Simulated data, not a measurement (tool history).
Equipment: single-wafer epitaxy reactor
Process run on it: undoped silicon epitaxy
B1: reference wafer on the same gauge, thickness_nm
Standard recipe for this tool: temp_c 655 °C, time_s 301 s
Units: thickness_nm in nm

{"run": 1, "hour": 0.0, "temp_c": 655, "time_s": 301, "B1": 66.127, "thickness_nm": 54.432}
{"run": 2, "hour": 8.6, "temp_c": 655, "time_s": 301, "B1": 66.236, "thickness_nm": 54.225}
{"run": 3, "hour": 25.7, "temp_c": 649, "time_s": 301, "B1": 66.154, "thickness_nm": 47.712}
{"run": 4, "hour": 38.0, "temp_c": 649, "time_s": 301, "B1": 66.158, "thickness_nm": 47.461}
{"run": 5, "hour": 45.8, "temp_c": 649, "time_s": 301, "B1": 66.151, "thickness_nm": 47.498}
{"run": 6, "hour": 99.0, "temp_c": 655, "time_s": 301, "B1": 66.211, "thickness_nm": 54.085}
{"hour": 100.3, "done": "gauge calibrated"}
{"run": 7, "hour": 111.6, "temp_c": 655, "time_s": 301, "B1": 66.246, "thickness_nm": 54.227}
{"run": 8, "hour": 123.3, "temp_c": 655, "time_s": 301, "B1": 66.202, "thickness_nm": 54.13}
{"run": 9, "hour": 136.5, "temp_c": 667, "time_s": 301, "B1": 66.149, "thickness_nm": 69.825}
{"run": 10, "hour": 144.2, "temp_c": 667, "time_s": 301, "B1": 66.323, "thickness_nm": 70.097}
{"run": 11, "hour": 165.7, "temp_c": 655, "time_s": 301, "B1": 66.12, "thickness_nm": 53.928}
{"run": 12, "hour": 178.1, "temp_c": 655, "time_s": 301, "B1": 66.283, "thickness_nm": 54.097}
{"run": 13, "hour": 191.2, "temp_c": 648, "time_s": 301, "B1": 66.148, "thickness_nm": 46.513}
{"run": 14, "hour": 200.4, "temp_c": 648, "time_s": 301, "B1": 66.281, "thickness_nm": 46.557}
{"run": 15, "hour": 208.1, "temp_c": 648, "time_s": 301, "B1": 66.333, "thickness_nm": 46.381}
{"run": 16, "hour": 221.6, "temp_c": 640, "time_s": 248, "B1": 66.116, "thickness_nm": 32.065}
{"run": 17, "hour": 230.5, "temp_c": 647, "time_s": 301, "B1": 66.165, "thickness_nm": 45.383}
{"run": 18, "hour": 241.3, "temp_c": 649, "time_s": 301, "B1": 66.276, "thickness_nm": 47.507}
{"run": 19, "hour": 247.9, "temp_c": 660, "time_s": 342, "B1": 66.344, "thickness_nm": 68.342}
{"hour": 256.8, "done": "pyrometer calibrated"}
{"run": 20, "hour": 264.1, "temp_c": 655, "time_s": 336, "B1": 66.15, "thickness_nm": 70.016}
{"run": 21, "hour": 270.3, "temp_c": 655, "time_s": 301, "B1": 66.218, "thickness_nm": 62.96}
{"hour": 277.4, "done": "gauge calibrated"}
{"run": 22, "hour": 286.8, "temp_c": 655, "time_s": 343, "B1": 66.245, "thickness_nm": 71.535}
{"run": 23, "hour": 300.6, "temp_c": 649, "time_s": 344, "B1": 66.236, "thickness_nm": 62.703}
{"run": 24, "hour": 315.4, "temp_c": 647, "time_s": 245, "B1": 66.131, "thickness_nm": 42.584}
{"run": 25, "hour": 327.4, "temp_c": 668, "time_s": 301, "B1": 66.165, "thickness_nm": 81.683}
{"run": 26, "hour": 339.0, "temp_c": 665, "time_s": 301, "B1": 66.245, "thickness_nm": 76.652}
{"run": 27, "hour": 352.7, "temp_c": 655, "time_s": 301, "B1": 66.188, "thickness_nm": 61.959}
{"run": 28, "hour": 360.6, "temp_c": 646, "time_s": 322, "B1": 66.243, "thickness_nm": 54.892}
{"run": 29, "hour": 372.3, "temp_c": 669, "time_s": 251, "B1": 66.179, "thickness_nm": 69.312}
{"run": 30, "hour": 388.0, "temp_c": 665, "time_s": 283, "B1": 66.184, "thickness_nm": 71.38}
{"run": 31, "hour": 401.0, "temp_c": 664, "time_s": 248, "B1": 66.187, "thickness_nm": 61.463}

Branching from run 31: 4 alternative next runs. What would each branch give?
{"run": "A", "hour": 401.5, "temp_c": 655, "time_s": 301, "B1": "?", "thickness_nm": "?"}
{"run": "B", "hour": 401.5, "temp_c": 649, "time_s": 273, "B1": "?", "thickness_nm": "?"}
{"run": "C", "hour": 401.5, "temp_c": 643, "time_s": 301, "B1": "?", "thickness_nm": "?"}
{"run": "D", "hour": 401.5, "temp_c": 655, "time_s": 328, "B1": "?", "thickness_nm": "?"}

run=A B1=66.351 thickness_nm=61.476
run=B B1=66.351 thickness_nm=49.015
run=C B1=66.351 thickness_nm=47.429
run=D B1=66.351 thickness_nm=66.990
The same runs, with their run-to-run variation unchanged, on a tool lacking any hidden condition would have given:
run=A thickness_nm=62.895
run=B thickness_nm=50.162
run=C thickness_nm=48.553
run=D thickness_nm=68.537

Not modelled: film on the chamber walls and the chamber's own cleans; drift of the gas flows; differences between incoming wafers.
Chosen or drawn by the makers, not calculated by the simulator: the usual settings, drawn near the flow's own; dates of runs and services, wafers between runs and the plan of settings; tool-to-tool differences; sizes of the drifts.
